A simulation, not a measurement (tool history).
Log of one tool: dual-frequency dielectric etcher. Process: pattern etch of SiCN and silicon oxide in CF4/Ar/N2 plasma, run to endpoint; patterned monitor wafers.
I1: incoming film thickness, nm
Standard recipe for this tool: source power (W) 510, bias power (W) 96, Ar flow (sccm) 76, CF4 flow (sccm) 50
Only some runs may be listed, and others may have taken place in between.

Run 1, hour 0.0: usual settings; I1 17.26. Result: endpoint time (s) 16.2.
Run 2, hour 106.1: usual settings; I1 17.09. Result: endpoint time (s) 16.1.
Run 3, hour 180.1: usual settings; I1 17.25. Result: endpoint time (s) 16.4.
Run 4, hour 226.4: usual settings but Ar flow (sccm) 81; I1 17.08. Result: endpoint time (s) 16.4.
Run 5, hour 325.5: usual settings but bias power (W) 114, Ar flow (sccm) 70; I1 17.00. Result: endpoint time (s) 15.2.
Run 6, hour 425.5: usual settings; I1 17.30. Result: endpoint time (s) 16.6.
Run 7, hour 465.3: usual settings but bias power (W) 110, CF4 flow (sccm) 53; I1 17.30. Result: endpoint time (s) 15.8.
Run 8, hour 530.7: usual settings but bias power (W) 110, CF4 flow (sccm) 53; I1 17.10. Result: endpoint time (s) 15.7.
Run 9, hour 589.5: usual settings but bias power (W) 110, CF4 flow (sccm) 53; I1 17.18. Result: endpoint time (s) 15.9.
At hour 637.0: wet clean of the chamber.
Run 10, hour 652.9: usual settings but Ar flow (sccm) 83; I1 17.19. Result: endpoint time (s) 16.4.
At hour 670.3: source power generator calibrated.
At hour 681.7: upper electrode replaced.
Run 11, hour 702.7: usual settings; I1 17.25. Result: endpoint time (s) 16.2.
Run 12, hour 798.0: usual settings but source power (W) 550, bias power (W) 81, Ar flow (sccm) 65, CF4 flow (sccm) 55; I1 17.16. Result: endpoint time (s) 15.7.
Run 13, hour 885.3: usual settings but Ar flow (sccm) 64, CF4 flow (sccm) 56; I1 17.20. Result: endpoint time (s) 15.8.
At hour 895.3: Ar flow controller replaced.
At hour 994.2: CF4 flow controller replaced.
Run 14, hour 994.7: usual settings; I1 17.22. Result: endpoint time (s) 16.5.
Run 15, hour 1092.5: usual settings but source power (W) 590, bias power (W) 82, Ar flow (sccm) 88; I1 17.25. Result: endpoint time (s) 16.1.
At hour 1168.9: wet clean of the chamber.
Run 16, hour 1189.1: usual settings but source power (W) 570, CF4 flow (sccm) 60; I1 17.31. Result: endpoint time (s) 14.7.
Run 17, hour 1267.9: usual settings but source power (W) 550, Ar flow (sccm) 94; I1 17.26. Result: endpoint time (s) 15.7.
Run 18, hour 1326.1: usual settings; I1 17.33. Result: endpoint time (s) 16.4.
At hour 1332.4: bias power generator calibrated.
Run 19, hour 1432.0: usual settings but source power (W) 590, CF4 flow (sccm) 56; I1 17.19. Result: endpoint time (s) 14.5.
Run 20, hour 1493.7: usual settings; I1 17.28. Result: endpoint time (s) 16.5.
Run 21, hour 1540.8: usual settings; I1 17.00. Result: endpoint time (s) 16.2.
Run 22, hour 1622.9: usual settings but source power (W) 440; I1 17.23. Result: endpoint time (s) 18.4.
Run 23, hour 1687.7: usual settings but bias power (W) 74; I1 17.31. Result: endpoint time (s) 18.0.

Branching from run 23: 4 alternative next runs. What would each branch give?
Run A, hour 1688.1: usual settings; I1 17.15. Result: endpoint time (s) ?.
Run B, hour 1688.1: usual settings but bias power (W) 84, Ar flow (sccm) 92; I1 17.15. Result: endpoint time (s) ?.
Run C, hour 1688.1: usual settings but Ar flow (sccm) 92; I1 17.15. Result: endpoint time (s) ?.
Run D, hour 1688.1: usual settings but bias power (W) 73, Ar flow (sccm) 85, CF4 flow (sccm) 55; I1 17.15. Result: endpoint time (s) ?.

run  endpoint time (s)
  A               16.5
  B               17.6
  C               16.8
  D               17.9
Without the tool's hidden state the same runs would have given:
run  endpoint time (s)
  A               16.0
  B               17.1
  C               16.3
  D               17.4
